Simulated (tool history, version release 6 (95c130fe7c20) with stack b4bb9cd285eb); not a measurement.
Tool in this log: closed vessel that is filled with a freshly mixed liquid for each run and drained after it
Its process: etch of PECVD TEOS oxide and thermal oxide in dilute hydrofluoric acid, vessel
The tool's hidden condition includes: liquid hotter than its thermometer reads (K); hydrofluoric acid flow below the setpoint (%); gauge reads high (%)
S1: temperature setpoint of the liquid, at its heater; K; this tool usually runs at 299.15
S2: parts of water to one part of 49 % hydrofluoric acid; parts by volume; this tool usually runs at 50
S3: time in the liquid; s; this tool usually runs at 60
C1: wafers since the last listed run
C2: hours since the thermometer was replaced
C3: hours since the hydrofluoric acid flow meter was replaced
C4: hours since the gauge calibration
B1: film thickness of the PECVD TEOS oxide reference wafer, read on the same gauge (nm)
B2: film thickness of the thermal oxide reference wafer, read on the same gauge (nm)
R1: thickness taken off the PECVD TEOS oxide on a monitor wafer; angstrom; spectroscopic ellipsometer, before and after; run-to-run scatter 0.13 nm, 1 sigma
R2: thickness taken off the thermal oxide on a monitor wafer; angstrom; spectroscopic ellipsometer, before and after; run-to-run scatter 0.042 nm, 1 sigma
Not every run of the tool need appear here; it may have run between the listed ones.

run,day,S1,S2,S3,C1,C2,C3,C4,B1,B2,R1,R2
1,0.000,301.65,50,60,0,1222.7,117.6,1977.9,37.88,142.03,222.6,71.3
2,2.183,299.15,50,60,4154,1275.1,170.0,2030.3,37.88,141.98,202.6,64.6
# day 4.296: gauge calibrated
3,5.162,299.15,50,60,5668,1346.6,241.5,20.8,40.14,150.58,214.0,68.4
4,8.362,299.15,50,60,6088,1423.4,318.3,97.6,39.93,149.73,214.1,68.0
5,10.779,299.15,50,60,4598,1481.4,376.3,155.6,39.79,149.14,211.5,67.8
6,13.079,299.15,50,60,4376,1536.6,431.5,210.8,39.63,148.65,210.8,68.1
7,16.379,299.15,35,60,6278,1615.8,510.7,290.0,39.46,147.99,301.7,99.1
8,18.117,299.15,50,80,3305,1657.5,552.4,331.7,39.39,147.66,278.4,89.2
9,22.179,299.15,50,60,7729,1755.0,649.9,429.2,39.19,146.95,207.1,67.0
10,26.029,296.65,70,60,7325,1847.4,742.3,521.6,39.04,146.36,129.4,41.8
11,27.742,297.65,70,60,3258,1888.5,783.4,562.7,38.98,146.13,135.9,43.7
# day 28.771: hydrofluoric acid flow meter replaced
12,30.208,302.15,30,85,4614,1947.7,34.5,621.9,38.87,145.80,567.7,180.5
13,33.604,299.15,25,60,6461,2029.2,116.0,703.4,38.77,145.44,425.3,136.5
14,38.088,294.15,40,35,8530,2136.8,223.6,811.0,38.65,144.95,122.5,39.8
15,42.125,299.15,50,60,7682,2233.7,320.5,907.9,38.54,144.57,207.2,65.3
16,44.446,299.15,50,30,4415,2289.4,376.2,963.6,38.54,144.36,102.0,32.9
17,45.975,302.65,50,60,2909,2326.1,412.9,1000.3,38.48,144.28,234.9,75.3
18,49.029,303.65,50,60,5811,2399.4,486.2,1073.6,38.40,144.05,244.7,78.2
# day 50.204: thermometer replaced
19,51.196,299.15,50,60,4043,23.8,538.2,1125.6,38.37,143.91,203.0,65.4
20,54.496,301.15,50,60,6278,103.0,617.4,1204.8,38.30,143.73,219.5,70.8
21,58.625,299.15,50,60,7856,202.1,716.5,1303.9,38.24,143.47,206.1,65.3
# day 64.833: hydrofluoric acid flow meter replaced
22,67.754,299.15,50,60,17290,421.2,70.1,1523.0,38.17,143.09,201.4,65.2
23,71.746,299.15,50,60,7594,517.0,165.9,1618.8,38.10,142.96,201.8,65.7
24,74.842,294.65,75,60,5890,591.3,240.2,1693.1,38.09,142.88,109.4,35.0
25,79.271,301.65,65,35,8427,697.6,346.5,1799.4,38.03,142.72,98.4,31.4
26,81.300,299.15,50,60,3860,746.3,395.2,1848.1,38.06,142.68,201.2,64.9
27,84.212,299.15,50,60,5541,816.2,465.1,1918.0,38.06,142.61,203.4,64.9

Consider 3 possible next runs. They are alternatives, not a sequence: every one starts from the tool as it was left by run 27. What does each give?
A,84.242,299.15,50,40,55,816.9,465.8,1918.7,?,?,?,?
B,84.242,299.15,50,50,55,816.9,465.8,1918.7,?,?,?,?
C,84.242,296.15,50,60,55,816.9,465.8,1918.7,?,?,?,?

run,B1,B2,R1,R2
A,38.05,142.60,135.0,43.2
B,38.05,142.60,168.7,54.0
C,38.05,142.60,179.0,57.3
Without the tool's unlogged condition, the same runs would have read:
run,R1,R2
A,141.9,45.4
B,177.4,56.8
C,188.3,60.3

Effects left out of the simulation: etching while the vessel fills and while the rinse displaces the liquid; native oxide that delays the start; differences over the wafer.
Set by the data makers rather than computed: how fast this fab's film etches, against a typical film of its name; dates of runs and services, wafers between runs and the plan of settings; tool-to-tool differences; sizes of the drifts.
